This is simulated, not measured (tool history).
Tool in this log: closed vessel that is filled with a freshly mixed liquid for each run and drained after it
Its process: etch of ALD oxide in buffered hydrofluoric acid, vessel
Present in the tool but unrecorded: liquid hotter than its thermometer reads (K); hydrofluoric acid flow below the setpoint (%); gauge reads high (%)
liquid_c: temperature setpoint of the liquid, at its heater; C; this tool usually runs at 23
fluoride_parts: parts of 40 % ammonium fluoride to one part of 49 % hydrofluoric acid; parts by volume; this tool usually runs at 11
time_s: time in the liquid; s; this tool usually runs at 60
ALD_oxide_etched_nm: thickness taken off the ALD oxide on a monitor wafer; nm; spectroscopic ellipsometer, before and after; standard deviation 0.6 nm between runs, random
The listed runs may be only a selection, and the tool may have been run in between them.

| run | hour | liquid_c | fluoride_parts | time_s | wafers since the last listed run | hours since the thermometer was replaced | hours since the hydrofluoric acid flow meter was replaced | hours since the gauge calibration | read-back film thickness of the ALD oxide reference wafer, read on the same gauge (nm) | ALD_oxide_etched_nm |
|---|---|---|---|---|---|---|---|---|---|---|
| 1 | 0 | 23 | 11 | 30 | 0 | 2672.2 | 1143.3 | 241 | 79.98 | 44.35 |
| 2 | 15.5 | 23 | 11 | 30 | 1204 | 2687.7 | 1158.8 | 256.5 | 79.99 | 44.95 |
| 3 | 25.5 | 23 | 11 | 30 | 776 | 2697.7 | 1168.8 | 266.5 | 80 | 45.14 |
| 4 | 39.9 | 23 | 11 | 60 | 1118 | 2712.1 | 1183.2 | 280.9 | 79.98 | 88.59 |
| 5 | 50.8 | 23 | 11 | 60 | 846 | 2723 | 1194.1 | 291.8 | 80 | 89.07 |
| 6 | 63.7 | 23 | 8.5 | 55 | 1002 | 2735.9 | 1207 | 304.7 | 79.97 | 104.6 |
| 7 | 78.8 | 23 | 8.5 | 55 | 1173 | 2751 | 1222.1 | 319.8 | 79.99 | 103.96 |
| 8 | 86.2 | 23 | 8.5 | 55 | 574 | 2758.4 | 1229.5 | 327.2 | 80.01 | 102.98 |
| 9 | 99.6 | 23 | 11 | 60 | 1041 | 2771.8 | 1242.9 | 340.6 | 80.01 | 89.25 |
| 10 | 106.4 | 23 | 11 | 60 | 528 | 2778.6 | 1249.7 | 347.4 | 80.01 | 88.22 |
|  | 131.3 | gauge calibrated |
| 11 | 153.9 | 27.5 | 6.5 | 30 | 3690 | 2826.1 | 1297.2 | 22.6 | 79.99 | 93.31 |
| 12 | 162.7 | 23 | 11 | 60 | 683 | 2834.9 | 1306 | 31.4 | 79.98 | 88.42 |
|  | 168.9 | thermometer replaced |
| 13 | 170.4 | 27 | 11 | 60 | 520 | 1.5 | 1313.7 | 39.1 | 80 | 110.3 |
| 14 | 177.7 | 23 | 8.5 | 55 | 567 | 8.8 | 1321 | 46.4 | 79.99 | 102.73 |
| 15 | 187.9 | 23 | 11 | 60 | 792 | 19 | 1331.2 | 56.6 | 79.97 | 88.33 |
| 16 | 200.4 | 23 | 11 | 60 | 971 | 31.5 | 1343.7 | 69.1 | 80 | 87.84 |
| 17 | 206.8 | 25 | 12.5 | 50 | 497 | 37.9 | 1350.1 | 75.5 | 80 | 72.12 |
| 18 | 213.9 | 27.5 | 7.5 | 40 | 551 | 45 | 1357.2 | 82.6 | 79.97 | 105.25 |
| 19 | 224.6 | 23 | 11 | 60 | 831 | 55.7 | 1367.9 | 93.3 | 79.99 | 88.21 |
| 20 | 233.1 | 23 | 11 | 60 | 660 | 64.2 | 1376.4 | 101.8 | 80.02 | 87.63 |
| 21 | 244.3 | 27 | 13.5 | 70 | 870 | 75.4 | 1387.6 | 113 | 79.99 | 104.34 |
|  | 259.3 | hydrofluoric acid flow meter replaced |
| 22 | 260.5 | 23 | 11 | 60 | 1180 | 91.6 | 1.2 | 129.2 | 79.99 | 100.38 |
| 23 | 269.3 | 26.5 | 11 | 80 | 683 | 100.4 | 10 | 138 | 79.98 | 160.66 |
| 24 | 280.1 | 19 | 8 | 85 | 839 | 111.2 | 20.8 | 148.8 | 80 | 149.94 |
| 25 | 291.2 | 23 | 11 | 35 | 862 | 122.3 | 31.9 | 159.9 | 79.99 | 58.04 |
| 26 | 298.8 | 23 | 11 | 85 | 590 | 129.9 | 39.5 | 167.5 | 79.97 | 139.17 |
| 27 | 312.7 | 23 | 11 | 60 | 1079 | 143.8 | 53.4 | 181.4 | 80.01 | 100.37 |
| 28 | 329.3 | 23 | 11 | 60 | 1289 | 160.4 | 70 | 198 | 79.98 | 98.53 |
| 29 | 340.3 | 25 | 11 | 90 | 854 | 171.4 | 81 | 209 | 80.01 | 164.43 |
| 30 | 356.3 | 20.5 | 14.5 | 70 | 1243 | 187.4 | 97 | 225 | 80.01 | 75.95 |
| 31 | 371 | 20 | 12.5 | 60 | 1142 | 202.1 | 111.7 | 239.7 | 80 | 73.73 |
| 32 | 383.6 | 23 | 9.5 | 90 | 978 | 214.7 | 124.3 | 252.3 | 80.02 | 169.8 |
| 33 | 398.3 | 23 | 11 | 35 | 1142 | 229.4 | 139 | 267 | 80.01 | 57.93 |
| 34 | 413.1 | 23 | 11 | 95 | 1149 | 244.2 | 153.8 | 281.8 | 80.01 | 154.92 |

State the hidden condition of the tool at each of the runs:
liquid hotter than its thermometer reads (K): 0, the same for each run
gauge reads high (%): 0, the same for each run
H1: hydrofluoric acid flow below the setpoint (%)
| run | H1 |
|---|---|
| 1 | 10.1 |
| 2 | 10.3 |
| 3 | 10.4 |
| 4 | 10.5 |
| 5 | 10.6 |
| 6 | 10.7 |
| 7 | 10.8 |
| 8 | 10.9 |
| 9 | 11 |
| 10 | 11 |
| 11 | 11.4 |
| 12 | 11.5 |
| 13 | 11.6 |
| 14 | 11.6 |
| 15 | 11.7 |
| 16 | 11.8 |
| 17 | 11.9 |
| 18 | 11.9 |
| 19 | 12 |
| 20 | 12.1 |
| 21 | 12.2 |
| 22 | 0.229 |
| 23 | 0.302 |
| 24 | 0.392 |
| 25 | 0.484 |
| 26 | 0.547 |
| 27 | 0.663 |
| 28 | 0.801 |
| 29 | 0.893 |
| 30 | 1.03 |
| 31 | 1.15 |
| 32 | 1.25 |
| 33 | 1.38 |
| 34 | 1.5 |

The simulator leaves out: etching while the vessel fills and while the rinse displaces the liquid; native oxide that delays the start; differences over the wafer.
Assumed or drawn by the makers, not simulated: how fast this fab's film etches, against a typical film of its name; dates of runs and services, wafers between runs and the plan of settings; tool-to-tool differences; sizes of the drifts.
